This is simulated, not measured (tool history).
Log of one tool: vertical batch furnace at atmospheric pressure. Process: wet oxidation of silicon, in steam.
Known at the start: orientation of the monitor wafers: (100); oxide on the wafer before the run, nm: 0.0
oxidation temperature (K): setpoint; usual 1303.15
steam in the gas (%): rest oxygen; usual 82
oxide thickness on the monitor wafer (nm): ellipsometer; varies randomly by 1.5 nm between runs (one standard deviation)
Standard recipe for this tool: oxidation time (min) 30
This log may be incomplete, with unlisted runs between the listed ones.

run,hour,oxidation temperature (K),oxidation time (min),steam in the gas (%),wafers since the last listed run,hours since the last temperature calibration,hours since the steam generator was serviced,hours since the gauge calibration,"read-back reference wafer on the same gauge, thickness",oxide thickness on the monitor wafer (nm)
1,0,1283.15,37,82,0,2174.3,1421.3,1698.5,285.25,253.23
2,55.5,1303.15,30,82,410,2229.8,1476.8,1754,285.13,260.72
3,141.8,1303.15,30,82,637,2316.1,1563.1,1840.3,284.94,259.93
4,247.3,1303.15,30,73,779,2421.6,1668.6,1945.8,284.53,238.93
5,296.9,1303.15,30,73,366,2471.2,1718.2,1995.4,285.34,236.04
6,369.6,1303.15,30,73,537,2543.9,1790.9,2068.1,285.11,239.78
7,437,1294.15,30,82,498,2611.3,1858.3,2135.5,284.81,239.98
8,506,1303.15,30,82,509,2680.3,1927.3,2204.5,285.02,256.24
9,597.7,1303.15,30,82,677,2772,2019,2296.2,284.46,258.4
10,648.9,1303.15,30,82,378,2823.2,2070.2,2347.4,285.05,254.16
11,714.7,1303.15,30,82,486,2889,2136,2413.2,285.08,258.27
12,841.7,1303.15,30,82,938,3016,2263,2540.2,285.29,258.02
13,941.8,1303.15,30,82,739,3116.1,2363.1,2640.3,285.28,256.45
14,1012.2,1303.15,30,82,520,3186.5,2433.5,2710.7,285.51,255.5
15,1075.6,1303.15,30,82,468,3249.9,2496.9,2774.1,285.15,258.83
# hour 1137: steam generator serviced
16,1137.5,1303.15,30,82,280,3311.8,0.5,2836,285.26,253.03
17,1164.5,1295.15,36.5,93,199,3338.8,27.5,2863,285.81,292.98
# hour 1198.1: gauge calibrated
18,1208.5,1291.15,21.5,82,325,3382.8,71.5,10.4,284.72,177.57
# hour 1245.6: thermocouples replaced and temperature profile calibrated
19,1285.6,1303.15,43.5,93,392,40,148.6,87.5,285.09,351.13
20,1344.5,1303.15,23,82,435,98.9,207.5,146.4,285.04,206.08
21,1449.7,1288.15,17,88,777,204.1,312.7,251.6,285.28,149.66
22,1531.4,1303.15,30,82,603,285.8,394.4,333.3,285.41,246.35
23,1576.2,1284.15,45,82,331,330.6,439.2,378.1,284.91,283.65
24,1657,1303.15,30,82,597,411.4,520,458.9,285.25,245.84
# hour 1730.3: steam generator serviced, repeated, since the last time left the tool worse
25,1830.1,1303.15,30,82,1101,584.5,99.8,632,284.77,266.88
26,1906.3,1303.15,30,82,563,660.7,176,708.2,284.88,263.24
27,1945.9,1303.15,30,82,292,700.3,215.6,747.8,284.62,265.25
28,1990.6,1303.15,34,89,330,745,260.3,792.5,284.76,301.6
29,2045.6,1303.15,30,92,406,800,315.3,847.5,285.11,284.27
30,2137.1,1312.15,40,70,676,891.5,406.8,939,284.68,304.99
31,2234.3,1303.15,30,82,718,988.7,504,1036.2,284.88,260.42
32,2304.3,1294.15,30,90,517,1058.7,574,1106.2,284.63,261.16
33,2365.7,1285.15,43.5,82,453,1120.1,635.4,1167.6,285.07,291.87
34,2465.5,1303.15,30,82,737,1219.9,735.2,1267.4,285.17,259.83
35,2534.3,1311.15,17.5,86,508,1288.7,804,1336.2,284.87,195.79
36,2623.1,1310.15,30,86,656,1377.5,892.8,1425,285.15,282.37
37,2728.5,1303.15,30,82,778,1482.9,998.2,1530.4,285.14,258.27
38,2777,1286.15,19,86,358,1531.4,1046.7,1578.9,285.17,167.07
39,2865.5,1303.15,22,77,653,1619.9,1135.2,1667.4,285.15,197.5

For some of the steps in oxide thickness on the monitor wafer (nm) from one run to the next: how much would appear even if the tool had no hidden state, given the settings, what came in and random variation, and how much remains for the hidden state plus any gauge scatter that the measured result and the result without hidden state don't share?
Hidden state present: true tube temperature minus thermocouple reading, K; steam share off its setpoint, % of the setpoint; gauge reads high (%).
Run 17 -> 18: oxidation temperature (K) 1295.15 -> 1291.15, oxidation time (min) 36.5 -> 21.5, steam in the gas (%) 93 -> 82, gauge calibrated. oxide thickness on the monitor wafer (nm) -115.41: hidden state +5.4, all else -120.81.
Run 18 -> 19: oxidation temperature (K) 1291.15 -> 1303.15, oxidation time (min) 21.5 -> 43.5, steam in the gas (%) 82 -> 93, thermocouples replaced and temperature profile calibrated. oxide thickness on the monitor wafer (nm) +173.56: hidden state -9.76, all else +183.32.
Run 19 -> 20: oxidation time (min) 43.5 -> 23, steam in the gas (%) 93 -> 82. oxide thickness on the monitor wafer (nm) -145.05: hidden state +7.24, all else -152.29.
Run 24 -> 25: steam generator serviced, repeated, since the last time left the tool worse. oxide thickness on the monitor wafer (nm) +21.04: hidden state +17.91, all else +3.13.

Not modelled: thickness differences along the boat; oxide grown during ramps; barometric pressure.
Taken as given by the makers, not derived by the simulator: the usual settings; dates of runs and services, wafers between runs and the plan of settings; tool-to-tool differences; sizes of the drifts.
